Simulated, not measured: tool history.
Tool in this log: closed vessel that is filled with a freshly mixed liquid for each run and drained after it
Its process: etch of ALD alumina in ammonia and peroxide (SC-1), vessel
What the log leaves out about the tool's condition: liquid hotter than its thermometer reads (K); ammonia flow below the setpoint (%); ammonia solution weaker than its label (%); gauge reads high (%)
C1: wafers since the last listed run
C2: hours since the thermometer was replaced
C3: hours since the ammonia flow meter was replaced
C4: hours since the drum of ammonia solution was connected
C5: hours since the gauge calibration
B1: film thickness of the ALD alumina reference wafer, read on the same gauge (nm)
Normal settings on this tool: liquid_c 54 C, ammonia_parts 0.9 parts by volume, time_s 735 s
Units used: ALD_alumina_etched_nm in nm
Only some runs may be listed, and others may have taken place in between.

{"run": 1, "hour": 0.0, "liquid_c": 54, "ammonia_parts": 0.9, "time_s": 645, "C1": 0, "C2": 1347.4, "C3": 1627.5, "C4": 527.6, "C5": 492.3, "B1": 90, "ALD_alumina_etched_nm": 52.72}
{"run": 2, "hour": 91.1, "liquid_c": 54, "ammonia_parts": 0.9, "time_s": 645, "C1": 7090, "C2": 1438.5, "C3": 1718.6, "C4": 618.7, "C5": 583.4, "B1": 89.99, "ALD_alumina_etched_nm": 52.91}
{"run": 3, "hour": 177.1, "liquid_c": 54, "ammonia_parts": 0.9, "time_s": 735, "C1": 6693, "C2": 1524.5, "C3": 1804.6, "C4": 704.7, "C5": 669.4, "B1": 90.03, "ALD_alumina_etched_nm": 60.44}
{"run": 4, "hour": 267.2, "liquid_c": 54, "ammonia_parts": 0.9, "time_s": 735, "C1": 7012, "C2": 1614.6, "C3": 1894.7, "C4": 794.8, "C5": 759.5, "B1": 89.99, "ALD_alumina_etched_nm": 60.68}
{"run": 5, "hour": 340.6, "liquid_c": 54, "ammonia_parts": 0.9, "time_s": 735, "C1": 5712, "C2": 1688, "C3": 1968.1, "C4": 868.2, "C5": 832.9, "B1": 89.97, "ALD_alumina_etched_nm": 60.12}
{"run": 6, "hour": 416.6, "liquid_c": 54, "ammonia_parts": 0.9, "time_s": 735, "C1": 5915, "C2": 1764, "C3": 2044.1, "C4": 944.2, "C5": 908.9, "B1": 89.98, "ALD_alumina_etched_nm": 61.59}
{"hour": 428.1, "done": "new drum of ammonia solution connected"}
{"run": 7, "hour": 481.8, "liquid_c": 54, "ammonia_parts": 0.9, "time_s": 735, "C1": 4996, "C2": 1829.2, "C3": 2109.3, "C4": 53.7, "C5": 974.1, "B1": 89.98, "ALD_alumina_etched_nm": 62.36}
{"hour": 513.6, "done": "gauge calibrated"}
{"run": 8, "hour": 588.6, "liquid_c": 54, "ammonia_parts": 0.9, "time_s": 735, "C1": 8312, "C2": 1936, "C3": 2216.1, "C4": 160.5, "C5": 75, "B1": 90, "ALD_alumina_etched_nm": 62.14}
{"run": 9, "hour": 626.4, "liquid_c": 54, "ammonia_parts": 0.9, "time_s": 735, "C1": 2942, "C2": 1973.8, "C3": 2253.9, "C4": 198.3, "C5": 112.8, "B1": 89.98, "ALD_alumina_etched_nm": 61.86}
{"run": 10, "hour": 662.5, "liquid_c": 44, "ammonia_parts": 0.75, "time_s": 595, "C1": 2809, "C2": 2009.9, "C3": 2290, "C4": 234.4, "C5": 148.9, "B1": 90.05, "ALD_alumina_etched_nm": 28.95}
{"run": 11, "hour": 730.7, "liquid_c": 54, "ammonia_parts": 0.9, "time_s": 735, "C1": 5308, "C2": 2078.1, "C3": 2358.2, "C4": 302.6, "C5": 217.1, "B1": 89.99, "ALD_alumina_etched_nm": 62.35}
{"hour": 817.1, "done": "thermometer replaced"}
{"run": 12, "hour": 827.7, "liquid_c": 54, "ammonia_parts": 1.2, "time_s": 735, "C1": 7471, "C2": 10.6, "C3": 2455.2, "C4": 399.6, "C5": 314.1, "B1": 90.05, "ALD_alumina_etched_nm": 57.23}

For run 13, what comes out?
{"run": 13, "hour": 867.3, "liquid_c": 45.5, "ammonia_parts": 1.15, "time_s": 735, "C1": 3082, "C2": 50.2, "C3": 2494.8, "C4": 439.2, "C5": 353.7, "B1": "?", "ALD_alumina_etched_nm": "?"}

B1: 89.97
ALD_alumina_etched_nm: 35.95 nm
Minus the tool's unlogged condition, the same run would have read ALD_alumina_etched_nm 35.47 nm.
